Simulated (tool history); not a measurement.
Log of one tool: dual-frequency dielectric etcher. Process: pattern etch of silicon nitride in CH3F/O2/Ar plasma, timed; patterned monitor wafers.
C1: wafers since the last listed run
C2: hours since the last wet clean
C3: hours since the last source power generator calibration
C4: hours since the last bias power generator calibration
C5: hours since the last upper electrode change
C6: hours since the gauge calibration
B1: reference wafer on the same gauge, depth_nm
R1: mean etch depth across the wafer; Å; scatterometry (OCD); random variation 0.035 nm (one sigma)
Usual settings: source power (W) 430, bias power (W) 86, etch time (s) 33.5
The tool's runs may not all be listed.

run 1 hour=0 | source_power_(W)=430 bias_power_(W)=86 etch_time_(s)=33.5 | C1=0 C2=10.2 C3=2886.4 C4=1741.3 C5=4497.1 C6=127.2 | B1=19.41 | R1=234
run 2 hour=14.1 | source_power_(W)=430 bias_power_(W)=86 etch_time_(s)=33.5 | C1=235 C2=24.3 C3=2900.5 C4=1755.4 C5=4511.2 C6=141.3 | B1=19.39 | R1=234.5
run 3 hour=43.3 | source_power_(W)=430 bias_power_(W)=86 etch_time_(s)=33.5 | C1=487 C2=53.5 C3=2929.7 C4=1784.6 C5=4540.4 C6=170.5 | B1=19.4 | R1=234.8
run 4 hour=68 | source_power_(W)=430 bias_power_(W)=86 etch_time_(s)=37.5 | C1=412 C2=78.2 C3=2954.4 C4=1809.3 C5=4565.1 C6=195.2 | B1=19.39 | R1=263.1
run 5 hour=102.5 | source_power_(W)=430 bias_power_(W)=86 etch_time_(s)=37.5 | C1=575 C2=112.7 C3=2988.9 C4=1843.8 C5=4599.6 C6=229.7 | B1=19.39 | R1=262.3
run 6 hour=137.8 | source_power_(W)=430 bias_power_(W)=86 etch_time_(s)=37.5 | C1=588 C2=148 C3=3024.2 C4=1879.1 C5=4634.9 C6=265 | B1=19.39 | R1=263.3
run 7 hour=167.8 | source_power_(W)=430 bias_power_(W)=86 etch_time_(s)=33.5 | C1=500 C2=178 C3=3054.2 C4=1909.1 C5=4664.9 C6=295 | B1=19.4 | R1=235.9
run 8 hour=190.5 | source_power_(W)=430 bias_power_(W)=86 etch_time_(s)=33.5 | C1=378 C2=200.7 C3=3076.9 C4=1931.8 C5=4687.6 C6=317.7 | B1=19.41 | R1=235.3
-- hour=234.6 upper electrode replaced
run 9 hour=235.1 | source_power_(W)=430 bias_power_(W)=86 etch_time_(s)=33.5 | C1=343 C2=245.3 C3=3121.5 C4=1976.4 C5=0.5 C6=362.3 | B1=19.39 | R1=235.9
run 10 hour=235.4 | source_power_(W)=430 bias_power_(W)=86 etch_time_(s)=33.5 | C1=5 C2=245.6 C3=3121.8 C4=1976.7 C5=0.8 C6=362.6 | B1=19.4 | R1=236.3
-- hour=260.1 gauge calibrated
-- hour=264.3 source power generator calibrated
run 11 hour=264.8 | source_power_(W)=430 bias_power_(W)=86 etch_time_(s)=33.5 | C1=423 C2=275 C3=0.5 C4=2006.1 C5=30.2 C6=4.7 | B1=19.4 | R1=236.3
run 12 hour=298.4 | source_power_(W)=430 bias_power_(W)=86 etch_time_(s)=33.5 | C1=560 C2=308.6 C3=34.1 C4=2039.7 C5=63.8 C6=38.3 | B1=19.39 | R1=236.4
run 13 hour=330.5 | source_power_(W)=430 bias_power_(W)=86 etch_time_(s)=33.5 | C1=535 C2=340.7 C3=66.2 C4=2071.8 C5=95.9 C6=70.4 | B1=19.4 | R1=237.1
run 14 hour=345.4 | source_power_(W)=430 bias_power_(W)=86 etch_time_(s)=25.5 | C1=248 C2=355.6 C3=81.1 C4=2086.7 C5=110.8 C6=85.3 | B1=19.4 | R1=180.1
run 15 hour=367.3 | source_power_(W)=460 bias_power_(W)=94 etch_time_(s)=28.5 | C1=365 C2=377.5 C3=103 C4=2108.6 C5=132.7 C6=107.2 | B1=19.4 | R1=213
-- hour=372.7 bias power generator calibrated
run 16 hour=385.5 | source_power_(W)=430 bias_power_(W)=86 etch_time_(s)=33.5 | C1=236 C2=395.7 C3=121.2 C4=12.8 C5=150.9 C6=125.4 | B1=19.39 | R1=234.4
-- hour=426.1 wet clean of the chamber
run 17 hour=426.6 | source_power_(W)=380 bias_power_(W)=86 etch_time_(s)=40.5 | C1=285 C2=0.5 C3=162.3 C4=53.9 C5=192 C6=166.5 | B1=19.4 | R1=267.1
run 18 hour=449.2 | source_power_(W)=510 bias_power_(W)=73 etch_time_(s)=38 | C1=376 C2=23.1 C3=184.9 C4=76.5 C5=214.6 C6=189.1 | B1=19.4 | R1=265.9
run 19 hour=492 | source_power_(W)=530 bias_power_(W)=106 etch_time_(s)=42.5 | C1=713 C2=65.9 C3=227.7 C4=119.3 C5=257.4 C6=231.9 | B1=19.4 | R1=341.4
run 20 hour=515.7 | source_power_(W)=460 bias_power_(W)=86 etch_time_(s)=40 | C1=395 C2=89.6 C3=251.4 C4=143 C5=281.1 C6=255.6 | B1=19.42 | R1=283.5
run 21 hour=548.4 | source_power_(W)=470 bias_power_(W)=69 etch_time_(s)=24.5 | C1=545 C2=122.3 C3=284.1 C4=175.7 C5=313.8 C6=288.3 | B1=19.41 | R1=164.3
run 22 hour=582.5 | source_power_(W)=520 bias_power_(W)=78 etch_time_(s)=37 | C1=568 C2=156.4 C3=318.2 C4=209.8 C5=347.9 C6=322.4 | B1=19.4 | R1=267.4
run 23 hour=609.4 | source_power_(W)=430 bias_power_(W)=86 etch_time_(s)=29 | C1=448 C2=183.3 C3=345.1 C4=236.7 C5=374.8 C6=349.3 | B1=19.41 | R1=201.9
run 24 hour=631.8 | source_power_(W)=370 bias_power_(W)=105 etch_time_(s)=38.5 | C1=373 C2=205.7 C3=367.5 C4=259.1 C5=397.2 C6=371.7 | B1=19.4 | R1=272.5
run 25 hour=659.3 | source_power_(W)=430 bias_power_(W)=86 etch_time_(s)=33.5 | C1=458 C2=233.2 C3=395 C4=286.6 C5=424.7 C6=399.2 | B1=19.41 | R1=233.9
run 26 hour=672.2 | source_power_(W)=430 bias_power_(W)=86 etch_time_(s)=38.5 | C1=215 C2=246.1 C3=407.9 C4=299.5 C5=437.6 C6=412.1 | B1=19.4 | R1=268.6
run 27 hour=689.6 | source_power_(W)=430 bias_power_(W)=95 etch_time_(s)=33.5 | C1=290 C2=263.5 C3=425.3 C4=316.9 C5=455 C6=429.5 | B1=19.41 | R1=242.7
run 28 hour=707.9 | source_power_(W)=380 bias_power_(W)=108 etch_time_(s)=42 | C1=305 C2=281.8 C3=443.6 C4=335.2 C5=473.3 C6=447.8 | B1=19.39 | R1=303.2

The tool's hidden state at each run:
source power that arrives over what is set, %: 0 in every run
gauge reads high (%): 0 in every run
H1: etch rate over this chamber's usual, %
H2: bias power that arrives over what is set, %
run=1 H1=0.0718 H2=4.68
run=2 H1=0.114 H2=4.69
run=3 H1=0.2 H2=4.71
run=4 H1=0.273 H2=4.73
run=5 H1=0.376 H2=4.75
run=6 H1=0.48 H2=4.77
run=7 H1=0.569 H2=4.79
run=8 H1=0.637 H2=4.8
run=9 H1=0.769 H2=4.82
run=10 H1=0.77 H2=4.82
run=11 H1=0.857 H2=4.84
run=12 H1=0.956 H2=4.86
run=13 H1=1.05 H2=4.87
run=14 H1=1.1 H2=4.88
run=15 H1=1.16 H2=4.89
run=16 H1=1.21 H2=0.576
run=17 H1=0.0296 H2=0.849
run=18 H1=0.0966 H2=0.994
run=19 H1=0.223 H2=1.25
run=20 H1=0.294 H2=1.39
run=21 H1=0.391 H2=1.58
run=22 H1=0.492 H2=1.76
run=23 H1=0.571 H2=1.9
run=24 H1=0.638 H2=2.01
run=25 H1=0.719 H2=2.15
run=26 H1=0.758 H2=2.21
run=27 H1=0.809 H2=2.29
run=28 H1=0.863 H2=2.37
